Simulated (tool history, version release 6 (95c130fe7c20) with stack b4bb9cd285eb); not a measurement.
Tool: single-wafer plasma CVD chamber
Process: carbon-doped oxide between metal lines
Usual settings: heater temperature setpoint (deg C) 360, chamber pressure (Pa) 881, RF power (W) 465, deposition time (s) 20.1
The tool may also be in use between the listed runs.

run	hour	heater temperature setpoint (deg C)	chamber pressure (Pa)	RF power (W)	deposition time (s)	wafers since the last listed run	hours since the last thermocouple change	hours since the last RF generator calibration	hours since the last manometer calibration	hours since the showerhead was replaced	hours since the gauge calibration	read-back reference wafer on the same gauge, thickness_nm	mean film thickness on the monitor wafer (nm)
1	0	360	1032	465	20.1	0	120.7	1850	1110.8	3492.3	11.5	104.073	102.56
2	19.7	360	1032	465	20.1	589	140.4	1869.7	1130.5	3512	31.2	103.9	102.522
3	35.9	360	881	465	20.1	485	156.6	1885.9	1146.7	3528.2	47.4	104.079	101.331
4	52.7	360	881	465	20.1	503	173.4	1902.7	1163.5	3545	64.2	103.893	102.781
5	66.2	360	881	465	20.1	404	186.9	1916.2	1177	3558.5	77.7	104.158	100.869
6	101.6	360	881	465	24.1	1060	222.3	1951.6	1212.4	3593.9	113.1	104.114	120.327
# hour 124.4: RF generator calibrated
7	128	354	949	465	23.6	551	248.7	3.6	1238.8	3620.3	139.5	104.07	113.986
8	153.7	360	881	465	20.1	769	274.4	29.3	1264.5	3646	165.2	103.989	94.23
# hour 220.9: capacitance manometer re-zeroed and calibrated
9	228	360	881	465	20.1	1985	348.7	103.6	7.1	3720.3	239.5	103.841	95.09
10	244.7	370	696	465	18.3	500	365.4	120.3	23.8	3737	256.2	104.02	82.341
# hour 271.3: showerhead replaced
11	275.5	360	881	465	20.1	682	396.2	151.1	54.6	4.2	287	103.934	95.243
# hour 287.8: RF generator calibrated, repeated, since the last time left the tool worse
12	301.2	349	881	465	20.1	530	421.9	13.4	80.3	29.9	312.7	104.104	108.249
13	330.4	360	881	465	20.1	874	451.1	42.6	109.5	59.1	341.9	104.043	106.554
14	346.4	360	1020	550	20.1	479	467.1	58.6	125.5	75.1	357.9	104.033	125.2
15	372.3	360	823	440	18.9	775	493	84.5	151.4	101	383.8	104.049	94.111
16	395.7	360	976	465	18.8	700	516.4	107.9	174.8	124.4	407.2	104.08	100.159
17	420.3	371	1023	410	20.1	736	541	132.5	199.4	149	431.8	103.975	90.89
18	436	360	881	465	17.7	470	556.7	148.2	215.1	164.7	447.5	104.057	94.603
19	464.2	360	881	530	16.5	844	584.9	176.4	243.3	192.9	475.7	103.882	97.9
20	482.5	360	881	465	20.1	548	603.2	194.7	261.6	211.2	494	103.999	105.609
21	514.7	345	956	380	21.5	964	635.4	226.9	293.8	243.4	526.2	104.119	92.987
22	540.4	345	956	380	21.5	769	661.1	252.6	319.5	269.1	551.9	103.913	92.614
23	554.1	345	956	380	21.5	410	674.8	266.3	333.2	282.8	565.6	104.079	94.27
24	586.4	360	881	465	20.1	967	707.1	298.6	365.5	315.1	597.9	104.006	107.236
25	602	356	881	465	17.7	467	722.7	314.2	381.1	330.7	613.5	104.124	94.516
26	619.4	360	759	465	20.1	521	740.1	331.6	398.5	348.1	630.9	103.946	105.045
27	645.8	360	881	530	20.1	790	766.5	358	424.9	374.5	657.3	103.954	119.074
28	670.2	352	1077	465	17.2	730	790.9	382.4	449.3	398.9	681.7	103.992	93.677

Forecast each of these 4 alternatives for the next run:
A	670.6	360	881	465	20.1	11	791.3	382.8	449.7	399.3	682.1	?	?
B	670.6	353	881	465	20.1	11	791.3	382.8	449.7	399.3	682.1	?	?
C	670.6	351	744	500	18.2	11	791.3	382.8	449.7	399.3	682.1	?	?
D	670.6	367	881	555	21.9	11	791.3	382.8	449.7	399.3	682.1	?	?

run	read-back reference wafer on the same gauge, thickness_nm	mean film thickness on the monitor wafer (nm)
A	104.232	106.12
B	104.232	107.884
C	104.232	103.402
D	104.232	133.256
Without the tool's hidden state the same runs would have given:
run	mean film thickness on the monitor wafer (nm)
A	106.758
B	108.533
C	104.012
D	134.02
